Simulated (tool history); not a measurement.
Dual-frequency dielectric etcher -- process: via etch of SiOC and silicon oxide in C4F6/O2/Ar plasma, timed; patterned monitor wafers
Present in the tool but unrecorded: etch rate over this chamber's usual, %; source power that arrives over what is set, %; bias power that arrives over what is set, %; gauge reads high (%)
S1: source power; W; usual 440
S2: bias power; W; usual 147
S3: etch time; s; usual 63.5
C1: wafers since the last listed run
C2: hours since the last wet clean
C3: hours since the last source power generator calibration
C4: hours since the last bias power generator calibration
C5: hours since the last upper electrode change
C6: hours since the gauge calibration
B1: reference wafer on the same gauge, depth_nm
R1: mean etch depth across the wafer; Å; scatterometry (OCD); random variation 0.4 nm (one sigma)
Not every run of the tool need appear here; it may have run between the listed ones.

| run | hour | S1 | S2 | S3 | C1 | C2 | C3 | C4 | C5 | C6 | B1 | R1 |
|---|---|---|---|---|---|---|---|---|---|---|---|---|
| 1 | 0.0 | 440 | 173 | 63.5 | 0 | 399.3 | 4728.7 | 1584.4 | 3894.7 | 211.9 | 88.3 | 841 |
| 2 | 12.5 | 520 | 147 | 63.5 | 179 | 411.8 | 4741.2 | 1596.9 | 3907.2 | 224.4 | 88.4 | 836 |
| 3 | 24.2 | 520 | 147 | 63.5 | 168 | 423.5 | 4752.9 | 1608.6 | 3918.9 | 236.1 | 88.4 | 831 |
| 4 | 40.1 | 520 | 147 | 63.5 | 228 | 439.4 | 4768.8 | 1624.5 | 3934.8 | 252.0 | 88.2 | 833 |
| 5 | 47.4 | 440 | 147 | 49.5 | 104 | 446.7 | 4776.1 | 1631.8 | 3942.1 | 259.3 | 88.3 | 610 |
| 6 | 55.2 | 520 | 147 | 51.5 | 112 | 454.5 | 4783.9 | 1639.6 | 3949.9 | 267.1 | 88.3 | 680 |
| 7 | 63.6 | 520 | 147 | 51.5 | 120 | 462.9 | 4792.3 | 1648.0 | 3958.3 | 275.5 | 88.4 | 685 |
| 8 | 71.4 | 520 | 147 | 51.5 | 112 | 470.7 | 4800.1 | 1655.8 | 3966.1 | 283.3 | 88.4 | 680 |
| 9 | 82.9 | 440 | 147 | 50.5 | 165 | 482.2 | 4811.6 | 1667.3 | 3977.6 | 294.8 | 88.3 | 628 |
| 10 | 93.2 | 440 | 147 | 63.5 | 148 | 492.5 | 4821.9 | 1677.6 | 3987.9 | 305.1 | 88.4 | 789 |
| 11 | 108.2 | 440 | 147 | 63.5 | 215 | 507.5 | 4836.9 | 1692.6 | 4002.9 | 320.1 | 88.2 | 795 |
|  | 132.8 | bias power generator calibrated |
|  | 143.6 | wet clean of the chamber |
|  | 145.7 | upper electrode replaced |
| 12 | 146.2 | 440 | 147 | 63.5 | 303 | 2.6 | 4874.9 | 13.4 | 0.5 | 358.1 | 88.2 | 783 |
| 13 | 146.6 | 350 | 147 | 63.5 | 5 | 3.0 | 4875.3 | 13.8 | 0.9 | 358.5 | 88.3 | 725 |
| 14 | 148.2 | 350 | 147 | 63.5 | 23 | 4.6 | 4876.9 | 15.4 | 2.5 | 360.1 | 88.4 | 726 |
| 15 | 159.2 | 440 | 147 | 78.5 | 158 | 15.6 | 4887.9 | 26.4 | 13.5 | 371.1 | 88.3 | 980 |
|  | 169.1 | source power generator calibrated |
| 16 | 176.9 | 440 | 177 | 63.5 | 197 | 33.3 | 7.8 | 44.1 | 31.2 | 388.8 | 88.3 | 851 |
| 17 | 190.2 | 440 | 147 | 63.5 | 191 | 46.6 | 21.1 | 57.4 | 44.5 | 402.1 | 88.3 | 788 |
| 18 | 207.3 | 440 | 147 | 77.5 | 245 | 63.7 | 38.2 | 74.5 | 61.6 | 419.2 | 88.3 | 955 |
|  | 219.0 | gauge calibrated |
| 19 | 220.9 | 360 | 126 | 81.5 | 195 | 77.3 | 51.8 | 88.1 | 75.2 | 1.9 | 88.2 | 886 |
| 20 | 233.1 | 530 | 169 | 79.5 | 175 | 89.5 | 64.0 | 100.3 | 87.4 | 14.1 | 88.3 | 1113 |
| 21 | 249.9 | 470 | 147 | 63.5 | 241 | 106.3 | 80.8 | 117.1 | 104.2 | 30.9 | 88.3 | 809 |
| 22 | 263.8 | 510 | 147 | 63.5 | 199 | 120.2 | 94.7 | 131.0 | 118.1 | 44.8 | 88.2 | 828 |
| 23 | 273.8 | 380 | 181 | 75.0 | 143 | 130.2 | 104.7 | 141.0 | 128.1 | 54.8 | 88.1 | 966 |
| 24 | 282.5 | 370 | 183 | 63.5 | 125 | 138.9 | 113.4 | 149.7 | 136.8 | 63.5 | 88.3 | 810 |
| 25 | 290.4 | 530 | 161 | 47.5 | 113 | 146.8 | 121.3 | 157.6 | 144.7 | 71.4 | 88.3 | 653 |
| 26 | 301.4 | 440 | 147 | 63.5 | 158 | 157.8 | 132.3 | 168.6 | 155.7 | 82.4 | 88.3 | 780 |
| 27 | 308.7 | 390 | 169 | 47.5 | 104 | 165.1 | 139.6 | 175.9 | 163.0 | 89.7 | 88.3 | 602 |
| 28 | 324.8 | 440 | 147 | 63.5 | 231 | 181.2 | 155.7 | 192.0 | 179.1 | 105.8 | 88.1 | 783 |
| 29 | 340.3 | 440 | 147 | 46.5 | 222 | 196.7 | 171.2 | 207.5 | 194.6 | 121.3 | 88.3 | 575 |
| 30 | 351.6 | 410 | 157 | 54.0 | 162 | 208.0 | 182.5 | 218.8 | 205.9 | 132.6 | 88.2 | 676 |
| 31 | 362.5 | 440 | 147 | 63.5 | 156 | 218.9 | 193.4 | 229.7 | 216.8 | 143.5 | 88.1 | 779 |

What if the next run were any one of these 3? Each begins from the tool's condition after run 31:
| A | 362.9 | 440 | 147 | 63.5 | 5 | 219.3 | 193.8 | 230.1 | 217.2 | 143.9 | ? | ? |
| B | 362.9 | 530 | 147 | 80.0 | 5 | 219.3 | 193.8 | 230.1 | 217.2 | 143.9 | ? | ? |
| C | 362.9 | 530 | 174 | 50.5 | 5 | 219.3 | 193.8 | 230.1 | 217.2 | 143.9 | ? | ? |

| run | B1 | R1 |
|---|---|---|
| A | 88.3 | 784 |
| B | 88.3 | 1058 |
| C | 88.3 | 716 |
Had the tool no hidden state, the same runs would have come out as:
| run | R1 |
|---|---|
| A | 784 |
| B | 1058 |
| C | 716 |

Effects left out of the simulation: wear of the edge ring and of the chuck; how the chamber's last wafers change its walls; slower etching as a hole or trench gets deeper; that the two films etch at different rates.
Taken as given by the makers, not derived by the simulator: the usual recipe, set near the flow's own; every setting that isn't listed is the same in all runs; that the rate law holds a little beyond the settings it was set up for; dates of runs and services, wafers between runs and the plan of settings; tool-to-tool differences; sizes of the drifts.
